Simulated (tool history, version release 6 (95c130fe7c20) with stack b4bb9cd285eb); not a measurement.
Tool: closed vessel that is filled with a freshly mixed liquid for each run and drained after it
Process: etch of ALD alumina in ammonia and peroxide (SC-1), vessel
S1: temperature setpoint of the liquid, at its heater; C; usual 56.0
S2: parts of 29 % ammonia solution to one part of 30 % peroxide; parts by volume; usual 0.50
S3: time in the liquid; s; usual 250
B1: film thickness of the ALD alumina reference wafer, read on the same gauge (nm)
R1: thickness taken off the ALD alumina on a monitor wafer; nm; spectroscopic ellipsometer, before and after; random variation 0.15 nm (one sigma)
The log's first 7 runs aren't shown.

run 8 day=17.854 | S1=56.0 S2=0.50 S3=250 | B1=90.01 | R1=15.87
-- day=19.779 ammonia flow meter replaced
run 9 day=20.788 | S1=56.0 S2=0.50 S3=250 | B1=90.05 | R1=15.68
run 10 day=22.992 | S1=56.0 S2=0.50 S3=250 | B1=90.04 | R1=15.93
-- day=25.125 new drum of ammonia solution connected
run 11 day=25.229 | S1=60.0 S2=0.50 S3=250 | B1=90.04 | R1=19.69
run 12 day=26.854 | S1=60.0 S2=0.50 S3=250 | B1=89.97 | R1=19.90
run 13 day=29.242 | S1=60.0 S2=0.50 S3=250 | B1=90.00 | R1=19.40
run 14 day=31.721 | S1=56.0 S2=0.50 S3=250 | B1=90.01 | R1=15.73
run 15 day=33.742 | S1=48.5 S2=0.35 S3=205 | B1=90.00 | R1=8.35
run 16 day=36.738 | S1=53.0 S2=0.40 S3=295 | B1=89.98 | R1=15.58
run 17 day=38.529 | S1=59.0 S2=0.50 S3=355 | B1=90.01 | R1=25.91
-- day=41.042 new drum of ammonia solution connected
-- day=41.854 thermometer replaced
run 18 day=46.075 | S1=50.0 S2=0.55 S3=160 | B1=89.98 | R1=7.82
run 19 day=48.696 | S1=56.0 S2=0.50 S3=250 | B1=90.03 | R1=16.36
run 20 day=49.904 | S1=50.0 S2=0.75 S3=155 | B1=90.02 | R1=7.73
run 21 day=51.812 | S1=59.0 S2=0.50 S3=180 | B1=89.99 | R1=14.07
-- day=53.412 gauge calibrated
run 22 day=54.338 | S1=63.0 S2=0.70 S3=250 | B1=89.99 | R1=24.54
-- day=54.529 new drum of ammonia solution connected
run 23 day=55.617 | S1=56.0 S2=0.50 S3=250 | B1=89.96 | R1=16.40
run 24 day=57.721 | S1=56.0 S2=0.50 S3=320 | B1=90.00 | R1=21.28
run 25 day=60.612 | S1=61.5 S2=0.65 S3=165 | B1=89.98 | R1=14.94
run 26 day=62.625 | S1=66.0 S2=0.50 S3=250 | B1=90.02 | R1=27.72
run 27 day=64.562 | S1=56.0 S2=0.50 S3=250 | B1=90.01 | R1=16.31
run 28 day=67.408 | S1=56.0 S2=0.35 S3=180 | B1=90.02 | R1=11.35
-- day=67.921 new drum of ammonia solution connected
run 29 day=69.950 | S1=56.0 S2=0.70 S3=365 | B1=90.03 | R1=24.87
-- day=70.358 ammonia flow meter replaced
run 30 day=72.029 | S1=56.0 S2=0.40 S3=330 | B1=90.03 | R1=20.94

3 ways to go on from here, each from the tool as it stands after run 30. What would each give?
run A day=72.058 | S1=56.0 S2=0.55 S3=250 | B1=? | R1=?
run B day=72.058 | S1=65.5 S2=0.30 S3=315 | B1=? | R1=?
run C day=72.058 | S1=56.0 S2=0.40 S3=305 | B1=? | R1=?

run=A B1=89.99 R1=16.41
run=B B1=89.99 R1=31.77
run=C B1=89.99 R1=19.43
Without the tool's hidden state the same runs would have given:
run=A R1=16.75
run=B R1=32.39
run=C R1=19.83
